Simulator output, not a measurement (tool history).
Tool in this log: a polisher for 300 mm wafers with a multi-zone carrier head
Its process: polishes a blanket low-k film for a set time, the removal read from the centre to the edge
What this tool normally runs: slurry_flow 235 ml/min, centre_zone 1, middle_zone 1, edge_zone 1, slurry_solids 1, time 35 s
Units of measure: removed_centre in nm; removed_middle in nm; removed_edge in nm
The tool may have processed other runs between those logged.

run	hour	slurry_flow	centre_zone	middle_zone	edge_zone	slurry_solids	time	wafers since the last listed run	wafers polished on this pad	hours since the slurry nozzle was cleaned	hours since the centre zone pressure was calibrated	hours since the edge zone pressure was calibrated	hours since the carrier head's membrane was replaced	incoming thickness of the incoming film, nm	removed_centre	removed_middle	removed_edge
1	0	235	1	1	1	1	35	0	381	174.8	988.2	409.6	347.8	351.2	16	15.8	16.3
2	24.7	235	1	1	0.91	1	35	218	599	199.5	1012.9	434.3	372.5	346.3	15.6	15.8	15.3
3	44.5	235	1	1	1	1	35	175	775	219.3	1032.7	454.1	392.3	351.1	15.5	15.7	15.9
4	79.1	235	1	1	1	1	35	306	1081	253.9	1067.3	488.7	426.9	347.4	15.2	15	15.5
# hour 86.3: worn pad replaced by a new one
5	103.9	235	1	1	1	1	35	184	155	278.7	1092.1	513.5	451.7	350	15.8	15.9	16.1
# hour 138.3: slurry nozzle cleaned
6	170.7	235	1	1	1	1	35	583	738	32.4	1158.9	580.3	518.5	350	15.3	15.5	15.7
7	190.9	235	1	1	1	1	35	178	917	52.6	1179.1	600.5	538.7	353.4	15.2	15	15.4
# hour 205.4: worn pad replaced by a new one
8	216.7	215	1	1	1	1	35	193	100	78.4	1204.9	626.3	564.5	356.5	15.9	15.7	15.8
9	241.7	235	0.94	1	1	1	39	221	321	103.4	1229.9	651.3	589.5	347.6	16.7	18	18.5
10	259.9	235	1	1.04	1	1	44	161	483	121.6	1248.1	669.5	607.7	354.9	19.5	20.6	20
11	287.5	235	1	1	1.1	1	35	244	727	149.2	1275.7	697.1	635.3	345.9	15.8	15.6	16.6
12	331.8	235	1	1	1.09	1.2	42	392	1120	193.5	1320	741.4	679.6	350	19.3	19.8	20.9
# hour 340.4: worn pad replaced by a new one
13	352.2	235	1	1.04	1	1	44	145	104	213.9	1340.4	761.8	700	350.6	19.8	20.3	20.7
14	374.8	170	1	1.1	0.93	0.75	35	200	305	236.5	1363	784.4	722.6	341.8	12.7	13.8	12.3
15	388.8	235	0.9	1	1	1	41	124	429	250.5	1377	798.4	736.6	352.7	16.5	18.5	18.4
# hour 403.7: carrier head's membrane replaced by a new one
# hour 425.1: edge zone pressure recalibrated
# hour 436: centre zone pressure recalibrated
16	467.3	235	1	1	1.05	0.75	35	615	1045	329	31.3	42.2	63.6	349	12.8	12.8	13.5
# hour 478: worn pad replaced by a new one
17	490.5	235	1	1	1	1.2	35	170	111	352.2	54.5	65.4	86.8	351.9	17.4	17.3	17.4
# hour 496.4: slurry nozzle cleaned
18	525.8	290	0.97	1.04	1	1	42	303	415	29.4	89.8	100.7	122.1	350.8	18.6	19.9	19.4
# hour 621: worn pad replaced by a new one
19	626.9	235	1	1	1	1	35	860	51	130.5	190.9	201.8	223.2	352.9	15.7	15.7	16.1

Difference, measured minus no-hidden-state, one row per run. Run-to-run variation is common to both terms; the gauge's own scatter need not be:
Hidden state present: removal rate lost through wear of the pad, %; slurry flow missing at the pad, %; deviation of the centre zone's pressure from its setpoint, %; deviation of the edge zone's pressure from its setpoint, %.
run	removed_centre	removed_middle	removed_edge
1	-0.1	-0.1	-0.1
2	-0.3	-0.3	-0.2
3	-0.5	-0.5	-0.5
4	-0.9	-0.9	-0.9
5	-0.1	-0.1	+0
6	-0.5	-0.5	-0.4
7	-0.8	-0.7	-0.7
8	+0	+0	+0
9	-0.1	-0.1	-0.1
10	-0.2	-0.3	-0.3
11	-0.5	-0.4	-0.4
12	-1.3	-1.3	-1.3
13	-0.1	-0.1	-0.1
14	-0.1	-0.1	-0.1
15	-0.2	-0.2	-0.3
16	-0.8	-0.9	-0.9
17	-0.2	-0.1	-0.1
18	-0.3	-0.3	-0.3
19	-0.1	-0.1	-0.1
